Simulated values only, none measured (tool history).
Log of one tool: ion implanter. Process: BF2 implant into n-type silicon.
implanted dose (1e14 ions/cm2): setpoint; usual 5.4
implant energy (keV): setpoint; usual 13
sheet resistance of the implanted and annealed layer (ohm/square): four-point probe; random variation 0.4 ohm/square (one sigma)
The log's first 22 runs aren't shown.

run	hour	implanted dose (1e14 ions/cm2)	implant energy (keV)	wafers since the last listed run	hours since the last dose calibration	hours since the extraction supply was calibrated	hours since the gauge calibration	read-back reference wafer on the same gauge, sheet resistance	sheet resistance of the implanted and annealed layer (ohm/square)
23	1071.1	5.4	13	678	1690.8	3713.7	1031.7	297.07	267.21
24	1139.2	4.75	13	865	1758.9	3781.8	1099.8	297.08	291.76
# hour 1198.5: extraction supply calibrated
25	1205.1	4.19	11.5	736	1824.8	6.6	1165.7	297.04	327.26
# hour 1226.5: gauge calibrated
26	1245.5	6.54	10.5	513	1865.2	47	19	297.08	248.31
# hour 1306.1: Faraday cup replaced and dose calibrated
27	1306.6	4.86	14.5	675	0.5	108.1	80.1	296.94	283.2
28	1367.9	6.07	15	779	61.8	169.4	141.4	297.13	240.01
29	1437.8	4.16	10	888	131.7	239.3	211.3	297.04	340.69
30	1492.5	5.4	9.5	695	186.4	294	266	296.92	292.96
31	1545.2	5.4	13	670	239.1	346.7	318.7	296.95	269.85
32	1570.1	5.4	13	316	264	371.6	343.6	297.02	269.14
33	1607.9	5.4	13	480	301.8	409.4	381.4	296.91	269.69
34	1643.7	4.34	16.5	455	337.6	445.2	417.2	296.92	299.69
35	1740.8	6.35	10.5	1234	434.7	542.3	514.3	297.03	255.53

Forecast each of these 3 alternatives for the next run:
A	1741.2	4.79	13	5	435.1	542.7	514.7	?	?
B	1741.2	6.02	14.5	5	435.1	542.7	514.7	?	?
C	1741.2	4.47	8.5	5	435.1	542.7	514.7	?	?

run	read-back reference wafer on the same gauge, sheet resistance	sheet resistance of the implanted and annealed layer (ohm/square)
A	296.84	292.32
B	296.84	243.37
C	296.84	339.47
Without the tool's hidden state the same runs would have given:
run	sheet resistance of the implanted and annealed layer (ohm/square)
A	292.92
B	243.85
C	340.1

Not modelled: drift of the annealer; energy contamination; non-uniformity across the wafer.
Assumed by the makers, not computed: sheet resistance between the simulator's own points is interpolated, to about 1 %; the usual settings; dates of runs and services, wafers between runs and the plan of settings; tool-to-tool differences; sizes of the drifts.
